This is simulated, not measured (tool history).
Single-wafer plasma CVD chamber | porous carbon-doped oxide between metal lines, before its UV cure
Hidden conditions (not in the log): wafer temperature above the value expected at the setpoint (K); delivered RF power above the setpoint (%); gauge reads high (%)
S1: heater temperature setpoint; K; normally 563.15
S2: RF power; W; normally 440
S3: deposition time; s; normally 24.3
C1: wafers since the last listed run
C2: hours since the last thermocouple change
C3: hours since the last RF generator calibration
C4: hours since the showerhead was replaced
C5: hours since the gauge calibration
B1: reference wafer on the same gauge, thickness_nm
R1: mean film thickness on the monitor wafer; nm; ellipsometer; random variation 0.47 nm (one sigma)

run 1 hour=0 | S1=563.15 S2=440 S3=25.7 | C1=0 C2=2096.1 C3=1741.5 C4=5199.5 C5=621.8 | B1=132.003 | R1=135.046
run 2 hour=52.9 | S1=563.15 S2=440 S3=25.7 | C1=817 C2=2149 C3=1794.4 C4=5252.4 C5=674.7 | B1=131.943 | R1=134.983
run 3 hour=85.6 | S1=563.15 S2=440 S3=25.7 | C1=505 C2=2181.7 C3=1827.1 C4=5285.1 C5=707.4 | B1=132.098 | R1=134.407
run 4 hour=150.2 | S1=563.15 S2=440 S3=24.3 | C1=998 C2=2246.3 C3=1891.7 C4=5349.7 C5=772 | B1=131.813 | R1=128.143
run 5 hour=211.7 | S1=563.15 S2=440 S3=24.3 | C1=950 C2=2307.8 C3=1953.2 C4=5411.2 C5=833.5 | B1=131.964 | R1=127.616
run 6 hour=283.5 | S1=563.15 S2=440 S3=24.3 | C1=1109 C2=2379.6 C3=2025 C4=5483 C5=905.3 | B1=132.052 | R1=127.414
run 7 hour=333.5 | S1=563.15 S2=440 S3=24.3 | C1=772 C2=2429.6 C3=2075 C4=5533 C5=955.3 | B1=132.022 | R1=127.495
-- hour=353.5 showerhead replaced
-- hour=362.6 thermocouple changed; heater temperature recalibrated
run 8 hour=376.4 | S1=563.15 S2=440 S3=22.2 | C1=415 C2=13.8 C3=2117.9 C4=22.9 C5=998.2 | B1=132.127 | R1=117.04
-- hour=387.6 gauge calibrated
run 9 hour=435.5 | S1=563.15 S2=440 S3=22.9 | C1=913 C2=72.9 C3=2177 C4=82 C5=47.9 | B1=132.257 | R1=120.717
-- hour=456.3 RF generator calibrated
run 10 hour=487.3 | S1=563.15 S2=440 S3=22.9 | C1=676 C2=124.7 C3=31 C4=133.8 C5=99.7 | B1=131.884 | R1=120.976
run 11 hour=513.9 | S1=563.15 S2=440 S3=21.3 | C1=410 C2=151.3 C3=57.6 C4=160.4 C5=126.3 | B1=132.167 | R1=111.869
run 12 hour=543.6 | S1=557.15 S2=510 S3=27.3 | C1=458 C2=181 C3=87.3 C4=190.1 C5=156 | B1=131.912 | R1=157.582
run 13 hour=593.5 | S1=563.15 S2=440 S3=24.3 | C1=770 C2=230.9 C3=137.2 C4=240 C5=205.9 | B1=131.708 | R1=128.368

What does the tool deliver on the next run?
run 14 hour=659.2 | S1=578.15 S2=440 S3=24.3 | C1=1015 C2=296.6 C3=202.9 C4=305.7 C5=271.6 | B1=? | R1=?

B1: 131.778
R1: 117.573 nm
Were there no unlogged condition in the tool, this run, its random variation unchanged, would have produced R1 117.573 nm.
